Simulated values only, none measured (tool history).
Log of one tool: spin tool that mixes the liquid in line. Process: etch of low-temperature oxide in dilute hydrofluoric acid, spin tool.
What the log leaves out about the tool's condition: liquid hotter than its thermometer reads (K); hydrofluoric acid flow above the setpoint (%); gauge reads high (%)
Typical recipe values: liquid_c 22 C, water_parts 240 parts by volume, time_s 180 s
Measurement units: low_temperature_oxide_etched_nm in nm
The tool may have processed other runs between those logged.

run,day,liquid_c,water_parts,time_s,wafers since the last listed run,hours since the thermometer was replaced,hours since the hydrofluoric acid flow meter was replaced,hours since the gauge calibration,"read-back film thickness of the low-temperature oxide reference wafer, read on the same gauge (nm)",low_temperature_oxide_etched_nm
1,0,22,240,180,0,637.2,566.9,151,40,15.89
2,1.625,22,240,180,422,676.2,605.9,190,40,15.56
3,3.8,22,240,180,564,728.4,658.1,242.2,39.98,15.53
4,5.675,22,240,180,486,773.4,703.1,287.2,40.01,15.65
5,7.85,22,240,180,564,825.6,755.3,339.4,39.98,15.5
6,9.65,25,240,230,467,868.8,798.5,382.6,40.01,22.42
7,11.996,25,240,230,609,925.1,854.8,438.9,40,22.34
# day 13.129: hydrofluoric acid flow meter replaced
8,13.721,19.5,160,230,437,966.5,14.2,480.3,39.99,30.17
# day 14.117: gauge calibrated
# day 19.683: thermometer replaced
9,20.008,24.5,200,180,1622,7.8,165.1,141.4,40,20.46
10,22.917,23.5,240,220,755,77.6,234.9,211.2,40,19.46
11,25.154,22,350,150,581,131.3,288.6,264.9,39.98,7.81
12,26.262,22,240,180,287,157.9,315.2,291.5,40,15.16
13,29.158,22,240,210,752,227.4,384.7,361,39.99,17.64
14,30.438,26.5,240,85,332,258.1,415.4,391.7,40.02,8.47
15,32.212,22,240,180,460,300.7,458,434.3,40.03,15.37

Measured less the same run without the tool's hidden state. The same run-to-run variation is in both; the gauge's scatter may not be:
run,low_temperature_oxide_etched_nm
1,+0.78
2,+0.8
3,+0.85
4,+0.91
5,+0.95
6,+1.39
7,+1.46
8,+2.29
9,+0.24
10,+0.32
11,+0.16
12,+0.34
13,+0.48
14,+0.24
15,+0.5
